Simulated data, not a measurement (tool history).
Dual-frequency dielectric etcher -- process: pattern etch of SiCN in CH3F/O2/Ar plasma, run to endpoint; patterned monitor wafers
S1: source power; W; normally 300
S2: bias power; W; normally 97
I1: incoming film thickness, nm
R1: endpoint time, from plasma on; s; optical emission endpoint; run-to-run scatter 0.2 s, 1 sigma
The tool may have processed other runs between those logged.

| run | day | S1 | S2 | I1 | R1 |
|---|---|---|---|---|---|
| 1 | 0 | 300 | 97 | 10.5 | 25.6 |
| 2 | 1.675 | 300 | 97 | 10.53 | 25.3 |
| 3 | 4.604 | 300 | 97 | 10.47 | 25.3 |
| 4 | 7.083 | 330 | 97 | 10.52 | 24.7 |
| 5 | 10.712 | 330 | 97 | 10.46 | 24.9 |
| 6 | 14.179 | 360 | 91 | 10.55 | 24.3 |
| 7 | 16.025 | 300 | 97 | 10.41 | 25.4 |
| 8 | 17.646 | 300 | 97 | 10.41 | 25.1 |
|  | 19.004 | wet clean of the chamber |
| 9 | 19.3 | 300 | 97 | 10.58 | 25.6 |
| 10 | 31.533 | 260 | 110 | 10.54 | 25.6 |
|  | 33.188 | source power generator calibrated |
|  | 39.346 | bias power generator calibrated |
| 11 | 39.367 | 300 | 78 | 10.58 | 27.6 |
| 12 | 40.942 | 300 | 97 | 10.41 | 25.3 |
| 13 | 42.55 | 260 | 106 | 10.42 | 25.5 |
|  | 43.804 | upper electrode replaced |
|  | 46.575 | wet clean of the chamber |
| 14 | 54.121 | 360 | 105 | 10.38 | 23.3 |
| 15 | 56.729 | 300 | 78 | 10.49 | 27.1 |
| 16 | 59.312 | 330 | 104 | 10.48 | 24.1 |

Forecast run 17:
| 17 | 62.192 | 230 | 97 | 10.49 | ? |

{"run 17": {"R1": 27.9}}
Had the tool carried no hidden state, the very same run would have given R1 27.9 s.
